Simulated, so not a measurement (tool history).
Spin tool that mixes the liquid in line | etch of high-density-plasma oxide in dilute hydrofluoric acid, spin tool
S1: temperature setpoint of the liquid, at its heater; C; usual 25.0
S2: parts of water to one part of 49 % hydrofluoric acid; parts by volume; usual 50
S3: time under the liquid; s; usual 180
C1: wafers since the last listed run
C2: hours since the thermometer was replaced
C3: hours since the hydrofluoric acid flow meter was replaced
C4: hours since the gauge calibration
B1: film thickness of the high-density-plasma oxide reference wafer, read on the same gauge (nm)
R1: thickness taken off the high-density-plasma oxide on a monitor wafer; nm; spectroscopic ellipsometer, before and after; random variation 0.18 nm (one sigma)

run     day    S1  S2   S3    C1     C2      C3      C4      B1     R1
  1   0.000  25.0  50  180     0  572.1  1232.6   696.1  154.10  25.48
      1.362  -- thermometer replaced
  2   2.867  25.0  50  180   411   36.1  1301.4   764.9  154.48  25.45
  3   4.042  27.0  50  180   171   64.3  1329.6   793.1  154.68  27.62
  4   5.683  27.0  50  180   238  103.7  1369.0   832.5  154.91  27.40
  5   7.758  25.0  50  265   302  153.5  1418.8   882.3  155.23  37.36
  6   8.804  25.0  50  265   152  178.6  1443.9   907.4  155.36  37.13
  7  11.075  25.0  50  265   330  233.1  1498.4   961.9  155.71  37.81
  8  13.062  25.0  50  180   289  280.8  1546.1  1009.6  155.90  25.69
     15.279  -- hydrofluoric acid flow meter replaced
  9  21.746  25.0  30  180  1258  489.2   155.2  1218.0  157.16  44.43
     22.479  -- gauge calibrated
 10  23.188  25.0  50   95   209  523.8   189.8    17.0  150.66  13.11
 11  25.233  27.0  50  180   297  572.9   238.9    66.1  150.99  26.83
     27.629  -- thermometer replaced
 12  27.767  29.0  60  225   362    3.3   299.7   126.9  151.31  30.41
 13  28.908  21.5  45  145   166   30.7   327.1   154.3  151.47  19.46
 14  30.346  25.0  40  135   209   65.2   361.6   188.8  151.73  24.02
 15  32.867  25.0  50  180   366  125.7   422.1   249.3  152.06  25.33
 16  35.525  25.0  70  120   386  189.5   485.9   313.1  152.49  11.69
 17  37.042  23.5  70  180   220  225.9   522.3   349.5  152.64  16.49
 18  38.417  25.0  50  260   200  258.9   555.3   382.5  152.83  36.48
 19  40.492  27.0  75  260   302  308.7   605.1   432.3  153.17  25.33

Forecast each of these 5 alternatives for the next run:
  A  40.512  25.0  50  180   3  309.2  605.6  432.8   ?   ?
  B  40.512  28.0  35  235   3  309.2  605.6  432.8   ?   ?
  C  40.512  29.0  50  235   3  309.2  605.6  432.8   ?   ?
  D  40.512  29.0  45   75   3  309.2  605.6  432.8   ?   ?
  E  40.512  28.5  35  230   3  309.2  605.6  432.8   ?   ?

run      B1     R1
  A  153.19  25.18
  B  153.19  54.20
  C  153.19  38.61
  D  153.19  13.80
  E  153.19  54.13
Without the tool's hidden state the same runs would have given:
run     R1
  A  24.66
  B  53.08
  C  37.81
  D  13.51
  E  53.01

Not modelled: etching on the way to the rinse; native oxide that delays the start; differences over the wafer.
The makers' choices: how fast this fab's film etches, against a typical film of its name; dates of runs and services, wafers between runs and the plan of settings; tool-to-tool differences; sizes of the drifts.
